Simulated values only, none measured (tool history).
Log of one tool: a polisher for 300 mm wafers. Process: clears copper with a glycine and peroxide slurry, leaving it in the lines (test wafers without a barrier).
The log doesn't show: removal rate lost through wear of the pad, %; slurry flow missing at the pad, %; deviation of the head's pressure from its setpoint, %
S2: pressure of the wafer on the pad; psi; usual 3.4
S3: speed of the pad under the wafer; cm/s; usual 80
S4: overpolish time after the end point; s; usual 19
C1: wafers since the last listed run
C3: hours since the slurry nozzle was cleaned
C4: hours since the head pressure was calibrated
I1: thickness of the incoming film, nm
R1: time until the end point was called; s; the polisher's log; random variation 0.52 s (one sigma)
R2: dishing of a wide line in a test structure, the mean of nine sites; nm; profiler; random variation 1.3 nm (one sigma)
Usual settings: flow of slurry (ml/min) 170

{"run": 1, "hour": 0.0, "flow of slurry (ml/min)": 170, "S2": 3.4, "S3": 80, "S4": 19, "C1": 0, "wafers polished on this pad": 163, "C3": 797.5, "C4": 409.2, "I1": 441.8, "R1": 60.1, "R2": 73.1}
{"run": 2, "hour": 10.4, "flow of slurry (ml/min)": 170, "S2": 3.4, "S3": 80, "S4": 19, "C1": 72, "wafers polished on this pad": 235, "C3": 807.9, "C4": 419.6, "I1": 434, "R1": 59.4, "R2": 73.7}
{"run": 3, "hour": 34.8, "flow of slurry (ml/min)": 125, "S2": 3.4, "S3": 64, "S4": 19, "C1": 169, "wafers polished on this pad": 404, "C3": 832.3, "C4": 444, "I1": 429.6, "R1": 73.1, "R2": 63.6}
{"run": 4, "hour": 48.4, "flow of slurry (ml/min)": 125, "S2": 3.4, "S3": 64, "S4": 19, "C1": 94, "wafers polished on this pad": 499, "C3": 845.9, "C4": 457.6, "I1": 436.4, "R1": 74.4, "R2": 62.2}
{"run": 5, "hour": 74.5, "flow of slurry (ml/min)": 170, "S2": 3.4, "S3": 80, "S4": 19, "C1": 180, "wafers polished on this pad": 679, "C3": 872, "C4": 483.7, "I1": 441.2, "R1": 61.7, "R2": 73.3}
{"hour": 76.5, "done": "slurry nozzle cleaned"}
{"hour": 83.5, "done": "head pressure recalibrated"}
{"hour": 86.6, "done": "worn pad replaced by a new one"}
{"run": 6, "hour": 87.1, "flow of slurry (ml/min)": 170, "S2": 3.4, "S3": 80, "S4": 19, "C1": 45, "wafers polished on this pad": 3, "C3": 10.6, "C4": 3.6, "I1": 432.8, "R1": 63.4, "R2": 70.8}
{"run": 7, "hour": 90.0, "flow of slurry (ml/min)": 170, "S2": 3.4, "S3": 80, "S4": 19, "C1": 20, "wafers polished on this pad": 23, "C3": 13.5, "C4": 6.5, "I1": 437.3, "R1": 64.3, "R2": 67.4}
{"run": 8, "hour": 100.2, "flow of slurry (ml/min)": 170, "S2": 3.4, "S3": 80, "S4": 23, "C1": 70, "wafers polished on this pad": 94, "C3": 23.7, "C4": 16.7, "I1": 431.9, "R1": 62.2, "R2": 77.5}
{"run": 9, "hour": 107.9, "flow of slurry (ml/min)": 170, "S2": 3.4, "S3": 80, "S4": 23, "C1": 53, "wafers polished on this pad": 147, "C3": 31.4, "C4": 24.4, "I1": 434.6, "R1": 63.7, "R2": 76.5}
{"run": 10, "hour": 121.3, "flow of slurry (ml/min)": 150, "S2": 3.4, "S3": 92, "S4": 16, "C1": 92, "wafers polished on this pad": 240, "C3": 44.8, "C4": 37.8, "I1": 434.3, "R1": 57.4, "R2": 65.5}
{"run": 11, "hour": 135.5, "flow of slurry (ml/min)": 125, "S2": 2.3, "S3": 90, "S4": 19, "C1": 98, "wafers polished on this pad": 338, "C3": 59, "C4": 52, "I1": 432.4, "R1": 80, "R2": 56.5}
{"run": 12, "hour": 150.3, "flow of slurry (ml/min)": 170, "S2": 3.4, "S3": 80, "S4": 19, "C1": 102, "wafers polished on this pad": 441, "C3": 73.8, "C4": 66.8, "I1": 437.2, "R1": 63.5, "R2": 69.6}

The next listed run, before its measurement:
{"run": 13, "hour": 157.1, "flow of slurry (ml/min)": 120, "S2": 3.4, "S3": 70, "S4": 19, "C1": 47, "wafers polished on this pad": 488, "C3": 80.6, "C4": 73.6, "I1": 441.7, "R1": "?", "R2": "?"}

{"run 13": {"R1": 74, "R2": 64.6}}
Without the tool's hidden state the same run would have given R1 75.1 s, R2 63.8 nm.
